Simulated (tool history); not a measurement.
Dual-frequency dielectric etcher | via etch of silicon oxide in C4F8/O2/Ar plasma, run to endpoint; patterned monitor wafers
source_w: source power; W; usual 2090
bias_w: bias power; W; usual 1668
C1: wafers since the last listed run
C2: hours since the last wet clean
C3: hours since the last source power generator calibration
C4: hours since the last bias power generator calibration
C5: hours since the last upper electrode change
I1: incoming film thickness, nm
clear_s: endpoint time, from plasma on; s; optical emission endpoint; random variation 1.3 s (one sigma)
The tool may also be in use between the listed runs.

run 1 day=0 | source_w=2090 bias_w=1668 | C1=0 C2=24.7 C3=2421.8 C4=2232.9 C5=960.1 | I1=2241.2 | clear_s=431.9
run 2 day=1.929 | source_w=2090 bias_w=1668 | C1=275 C2=71 C3=2468.1 C4=2279.2 C5=1006.4 | I1=2243.9 | clear_s=435.5
run 3 day=5.117 | source_w=2090 bias_w=1668 | C1=455 C2=147.5 C3=2544.6 C4=2355.7 C5=1082.9 | I1=2238.6 | clear_s=434.4
run 4 day=7.088 | source_w=2090 bias_w=1668 | C1=281 C2=194.8 C3=2591.9 C4=2403 C5=1130.2 | I1=2239 | clear_s=436.2
run 5 day=8.4 | source_w=2090 bias_w=1981 | C1=187 C2=226.3 C3=2623.4 C4=2434.5 C5=1161.7 | I1=2251 | clear_s=419.1
run 6 day=11.175 | source_w=2090 bias_w=1981 | C1=396 C2=292.9 C3=2690 C4=2501.1 C5=1228.3 | I1=2262 | clear_s=421.3
run 7 day=13.733 | source_w=2090 bias_w=1495 | C1=365 C2=354.3 C3=2751.4 C4=2562.5 C5=1289.7 | I1=2236.5 | clear_s=452.5
run 8 day=15.704 | source_w=2090 bias_w=1495 | C1=281 C2=401.6 C3=2798.7 C4=2609.8 C5=1337 | I1=2242.8 | clear_s=457.1
-- day=17.158 wet clean of the chamber
run 9 day=23.417 | source_w=2090 bias_w=1668 | C1=958 C2=150.2 C3=2983.8 C4=2794.9 C5=1522.1 | I1=2257.9 | clear_s=443.9
-- day=25.962 source power generator calibrated
run 10 day=26.225 | source_w=2090 bias_w=1668 | C1=377 C2=217.6 C3=6.3 C4=2862.3 C5=1589.5 | I1=2234.6 | clear_s=436
run 11 day=29.1 | source_w=2090 bias_w=1668 | C1=410 C2=286.6 C3=75.3 C4=2931.3 C5=1658.5 | I1=2259.1 | clear_s=445.9
run 12 day=31.875 | source_w=2090 bias_w=1668 | C1=396 C2=353.2 C3=141.9 C4=2997.9 C5=1725.1 | I1=2255.4 | clear_s=446.7
run 13 day=34.392 | source_w=2090 bias_w=1668 | C1=359 C2=413.6 C3=202.3 C4=3058.3 C5=1785.5 | I1=2240.8 | clear_s=443.1
-- day=36.175 wet clean of the chamber
-- day=36.321 upper electrode replaced
run 14 day=36.342 | source_w=2090 bias_w=1668 | C1=114 C2=4 C3=249.1 C4=3105.1 C5=0.5 | I1=2239.1 | clear_s=434.9
-- day=36.546 bias power generator calibrated
run 15 day=37.729 | source_w=2090 bias_w=1668 | C1=174 C2=37.3 C3=282.4 C4=28.4 C5=33.8 | I1=2238 | clear_s=436.4
run 16 day=38.838 | source_w=1920 bias_w=1942 | C1=158 C2=63.9 C3=309 C4=55 C5=60.4 | I1=2248.3 | clear_s=427.6
run 17 day=40.438 | source_w=2090 bias_w=1668 | C1=228 C2=102.3 C3=347.4 C4=93.4 C5=98.8 | I1=2243 | clear_s=437.9
run 18 day=41.546 | source_w=2090 bias_w=1514 | C1=158 C2=128.9 C3=374 C4=120 C5=125.4 | I1=2251.2 | clear_s=452.9
run 19 day=42.996 | source_w=2090 bias_w=1668 | C1=207 C2=163.7 C3=408.8 C4=154.8 C5=160.2 | I1=2279.3 | clear_s=446.4
run 20 day=45.004 | source_w=2090 bias_w=1668 | C1=286 C2=211.9 C3=457 C4=203 C5=208.4 | I1=2241.1 | clear_s=442.1
run 21 day=46.371 | source_w=2090 bias_w=1668 | C1=195 C2=244.7 C3=489.8 C4=235.8 C5=241.2 | I1=2252.1 | clear_s=442.6
run 22 day=51.779 | source_w=2090 bias_w=1668 | C1=772 C2=374.5 C3=619.6 C4=365.6 C5=371 | I1=2243.8 | clear_s=444.7
-- day=54.288 wet clean of the chamber
run 23 day=54.308 | source_w=2500 bias_w=1371 | C1=218 C2=0.5 C3=680.3 C4=426.3 C5=431.7 | I1=2265.3 | clear_s=438.1
run 24 day=56.604 | source_w=2090 bias_w=1668 | C1=327 C2=55.6 C3=735.4 C4=481.4 C5=486.8 | I1=2251.1 | clear_s=438.2
run 25 day=57.662 | source_w=2490 bias_w=1478 | C1=151 C2=81 C3=760.8 C4=506.8 C5=512.2 | I1=2252.3 | clear_s=432
run 26 day=60.171 | source_w=2400 bias_w=1283 | C1=358 C2=141.2 C3=821 C4=567 C5=572.4 | I1=2249.9 | clear_s=455.8
run 27 day=61.879 | source_w=1800 bias_w=1668 | C1=243 C2=182.2 C3=862 C4=608 C5=613.4 | I1=2240.4 | clear_s=456.2

The next listed run, before its measurement:
run 28 day=64.808 | source_w=1770 bias_w=1285 | C1=418 C2=252.5 C3=932.3 C4=678.3 C5=683.7 | I1=2231.8 | clear_s=?

Run 28 gave clear_s 492.4 s.
Without the tool's hidden state the same run would have given clear_s 487.9 s.
